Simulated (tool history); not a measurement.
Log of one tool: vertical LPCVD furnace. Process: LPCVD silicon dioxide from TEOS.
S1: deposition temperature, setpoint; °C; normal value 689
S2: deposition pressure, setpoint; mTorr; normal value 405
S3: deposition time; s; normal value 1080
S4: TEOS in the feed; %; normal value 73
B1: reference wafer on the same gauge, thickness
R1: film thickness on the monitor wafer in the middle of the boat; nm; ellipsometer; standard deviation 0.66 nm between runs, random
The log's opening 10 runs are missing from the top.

At day 29.454: TEOS flow controller replaced.
Run 11, day 32.692: usual settings but S2 460 mTorr, S4 68 %; B1 99.97. Result: R1 126.15 nm.
Run 12, day 36.950: usual settings but S4 81 %; B1 99.87. Result: R1 128.90 nm.
Run 13, day 38.708: usual settings but S1 701 °C, S3 1440 s, S4 85 %; B1 100.12. Result: R1 232.06 nm.
Run 14, day 41.208: usual settings; B1 100.08. Result: R1 122.21 nm.
Run 15, day 44.908: usual settings but S2 380 mTorr, S4 82 %; B1 100.30. Result: R1 126.87 nm.
Run 16, day 47.646: usual settings but S1 696 °C, S2 345 mTorr, S3 1470 s, S4 87 %; B1 99.94. Result: R1 198.69 nm.
Run 17, day 50.575: usual settings but S1 696 °C, S2 500 mTorr, S3 1290 s, S4 81 %; B1 100.03. Result: R1 200.26 nm.
Run 18, day 53.454: usual settings; B1 100.25. Result: R1 122.13 nm.
Run 19, day 56.625: usual settings but S2 325 mTorr, S4 69 %; B1 100.00. Result: R1 105.96 nm.
Run 20, day 59.575: usual settings; B1 99.89. Result: R1 122.20 nm.
Run 21, day 61.533: usual settings; B1 99.97. Result: R1 123.28 nm.
Run 22, day 73.454: usual settings but S1 679 °C, S2 475 mTorr, S3 780 s, S4 60 %; B1 100.06. Result: R1 69.11 nm.
Run 23, day 75.188: usual settings; B1 99.94. Result: R1 124.48 nm.
Run 24, day 78.758: usual settings but S2 345 mTorr, S4 67 %; B1 99.89. Result: R1 110.37 nm.
Run 25, day 83.242: usual settings but S1 678 °C, S2 330 mTorr, S4 84 %; B1 99.91. Result: R1 92.04 nm.
At day 84.092: gauge calibrated.
Run 26, day 86.271: usual settings but S2 325 mTorr, S4 69 %; B1 100.05. Result: R1 107.84 nm.
Run 27, day 89.804: usual settings but S1 682 °C; B1 99.98. Result: R1 105.53 nm.
Run 28, day 91.362: usual settings but S3 810 s, S4 86 %; B1 100.28. Result: R1 101.15 nm.
Run 29, day 94.762: usual settings but S3 1410 s, S4 69 %; B1 100.05. Result: R1 158.43 nm.
Run 30, day 98.746: usual settings but S1 695 °C, S2 445 mTorr, S3 870 s, S4 63 %; B1 100.06. Result: R1 112.60 nm.
Run 31, day 101.417: usual settings but S3 1500 s, S4 79 %; B1 100.18. Result: R1 179.96 nm.
At day 102.425: TEOS flow controller replaced.
Run 32, day 104.571: usual settings but S1 699 °C, S2 335 mTorr; B1 100.02. Result: R1 142.45 nm.

Here are 3 independent what-if runs from the current tool condition. What would each one return?
Run A, day 104.767: usual settings but S3 1410 s; B1 ?. Result: R1 ?.
Run B, day 104.767: usual settings but S1 679 °C; B1 ?. Result: R1 ?.
Run C, day 104.767: usual settings but S1 698 °C, S4 86 %; B1 ?. Result: R1 ?.

run      B1      R1
  A  100.04  161.39
  B  100.04   97.25
  C  100.04  165.81
Had the tool no hidden state, the same runs would have come out as:
run      R1
  A  156.90
  B   94.49
  C  161.28
